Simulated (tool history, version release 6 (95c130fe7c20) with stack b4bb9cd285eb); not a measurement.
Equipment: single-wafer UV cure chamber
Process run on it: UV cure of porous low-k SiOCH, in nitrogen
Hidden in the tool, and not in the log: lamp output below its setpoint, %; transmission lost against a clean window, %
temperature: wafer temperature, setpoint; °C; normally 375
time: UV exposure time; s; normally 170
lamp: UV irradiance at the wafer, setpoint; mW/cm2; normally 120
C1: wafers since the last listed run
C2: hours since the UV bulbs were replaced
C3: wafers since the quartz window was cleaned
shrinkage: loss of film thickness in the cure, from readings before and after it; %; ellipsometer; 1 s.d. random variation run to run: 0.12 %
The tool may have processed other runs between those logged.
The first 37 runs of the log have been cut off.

Run 38, hour 2949.3: usual settings but lamp 107 mW/cm2; C1 423; C2 1218.6; C3 1711. Result: shrinkage 9.009 %.
At hour 2990: UV bulbs replaced.
Run 39, hour 3007.6: usual settings; C1 240; C2 17.6; C3 1952. Result: shrinkage 10.647 %.
Run 40, hour 3046.7: usual settings but lamp 144 mW/cm2; C1 187; C2 56.7; C3 2139. Result: shrinkage 11.409 %.
Run 41, hour 3085.7: usual settings; C1 186; C2 95.7; C3 2326. Result: shrinkage 10.485 %.
Run 42, hour 3328.2: usual settings; C1 1160; C2 338.2; C3 3486. Result: shrinkage 10.045 %.
At hour 3382.3: quartz window cleaned.
Run 43, hour 3397.2: usual settings; C1 291; C2 407.2; C3 71. Result: shrinkage 9.968 %.
Run 44, hour 3452.2: usual settings but temperature 394 °C; C1 263; C2 462.2; C3 334. Result: shrinkage 10.14 %.
Run 45, hour 3496.5: usual settings but temperature 382 °C, time 260 s, lamp 98 mW/cm2; C1 212; C2 506.5; C3 546. Result: shrinkage 11.047 %.

Estimate the outcome of run 46 from the log above:
Run 46, hour 3578.8: usual settings but temperature 387 °C, time 110 s, lamp 142 mW/cm2; C1 393; C2 588.8; C3 940. Result: shrinkage ?.

Run 46 measured shrinkage 9.026 %.
With no hidden state in the tool, this same run would have given shrinkage 9.909 %.

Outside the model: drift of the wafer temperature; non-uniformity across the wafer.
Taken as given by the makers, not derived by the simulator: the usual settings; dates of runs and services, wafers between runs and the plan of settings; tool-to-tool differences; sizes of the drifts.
